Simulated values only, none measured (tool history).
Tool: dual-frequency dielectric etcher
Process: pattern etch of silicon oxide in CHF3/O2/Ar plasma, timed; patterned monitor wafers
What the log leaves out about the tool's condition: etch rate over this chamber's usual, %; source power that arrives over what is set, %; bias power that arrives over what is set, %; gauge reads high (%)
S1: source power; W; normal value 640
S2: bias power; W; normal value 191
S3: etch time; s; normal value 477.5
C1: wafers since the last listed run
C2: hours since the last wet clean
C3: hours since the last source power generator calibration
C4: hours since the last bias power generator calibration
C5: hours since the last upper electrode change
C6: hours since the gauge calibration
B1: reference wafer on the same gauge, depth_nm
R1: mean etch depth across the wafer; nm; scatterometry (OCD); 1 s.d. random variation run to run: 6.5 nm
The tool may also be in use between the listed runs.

run	hour	S1	S2	S3	C1	C2	C3	C4	C5	C6	B1	R1
1	0	640	191	477.5	0	112.8	2054.4	4615.5	3342.6	212.3	1013.6	1018.1
2	46.4	640	191	477.5	174	159.2	2100.8	4661.9	3389	258.7	1009.4	1001.4
3	100.6	640	191	477.5	204	213.4	2155	4716.1	3443.2	312.9	1012.5	999.3
4	141.5	640	191	477.5	154	254.3	2195.9	4757	3484.1	353.8	1010.8	1023.3
5	169.1	640	208	477.5	104	281.9	2223.5	4784.6	3511.7	381.4	1010.4	1057.6
6	310.5	640	208	477.5	533	423.3	2364.9	4926	3653.1	522.8	1010.2	1035.7
# hour 339.3: wet clean of the chamber, repeated, since the last time left the tool worse
7	381.2	640	208	477.5	176	41.9	2435.6	4996.7	3723.8	593.5	1010.2	993.2
8	413	640	203	477.5	119	73.7	2467.4	5028.5	3755.6	625.3	1013	979.2
9	451.2	640	203	477.5	144	111.9	2505.6	5066.7	3793.8	663.5	1012.6	979.8
10	483.7	780	191	520.5	122	144.4	2538.1	5099.2	3826.3	696	1009.1	1165.3
# hour 490.3: bias power generator calibrated
11	513.1	640	175	477.5	95	173.8	2567.5	22.8	3855.7	725.4	1009.5	936.5
12	577.4	640	191	533.5	242	238.1	2631.8	87.1	3920	789.7	1012	1056.7
13	640.9	640	191	477.5	239	301.6	2695.3	150.6	3983.5	853.2	1013	962.1
14	819.7	640	165	477.5	674	480.4	2874.1	329.4	4162.3	1032	1012	887.2
15	849.5	690	171	360.5	112	510.2	2903.9	359.2	4192.1	1061.8	1009.7	712.1
16	878.2	640	191	477.5	108	538.9	2932.6	387.9	4220.8	1090.5	1013	930.3
# hour 929.9: upper electrode replaced
# hour 990.1: wet clean of the chamber
# hour 1021.8: source power generator calibrated
17	1025.7	710	164	570.5	360	35.6	3.9	535.4	95.8	1238	1010.7	1134
18	1055.4	640	191	477.5	111	65.3	33.6	565.1	125.5	1267.7	1010.5	950.6
19	1114.8	640	191	533.5	223	124.7	93	624.5	184.9	1327.1	1009.3	1055.3
# hour 1154.5: gauge calibrated
20	1288.3	800	212	376.5	654	298.2	266.5	798	358.4	133.8	1011.3	876.1
21	1327.6	530	191	399.5	148	337.5	305.8	837.3	397.7	173.1	1009.1	702.3
22	1377.9	640	191	398.5	189	387.8	356.1	887.6	448	223.4	1009.2	779.6
23	1425.6	640	191	477.5	179	435.5	403.8	935.3	495.7	271.1	1013.4	928.6
24	1485.1	780	220	584	224	495	463.3	994.8	555.2	330.6	1011.5	1333.9
25	1515.6	710	168	388	115	525.5	493.8	1025.3	585.7	361.1	1009.5	766.4
26	1568.1	640	191	605.5	197	578	546.3	1077.8	638.2	413.6	1008.3	1177.9
# hour 1629.2: wet clean of the chamber
27	1629.7	640	191	477.5	141	0.5	607.9	1139.4	699.8	475.2	1009	977.7
28	1657.8	640	191	477.5	105	28.6	636	1167.5	727.9	503.3	1009.2	966.4
29	1699.4	790	235	532.5	156	70.2	677.6	1209.1	769.5	544.9	1011.6	1308.3

Predict each of these 4 candidate next runs independently; none follows another, all start after run 29:
A	1699.9	640	172	477.5	1	70.7	678.1	1209.6	770	545.4	?	?
B	1699.9	600	191	477.5	1	70.7	678.1	1209.6	770	545.4	?	?
C	1699.9	580	191	477.5	1	70.7	678.1	1209.6	770	545.4	?	?
D	1699.9	800	211	360.5	1	70.7	678.1	1209.6	770	545.4	?	?

run	B1	R1
A	1009.6	928.1
B	1009.6	928.5
C	1009.6	909.6
D	1009.6	854.8
Take away the tool's hidden state, keep each run's random variation, and the runs would have read:
run	R1
A	928.2
B	928.5
C	909.6
D	854.9
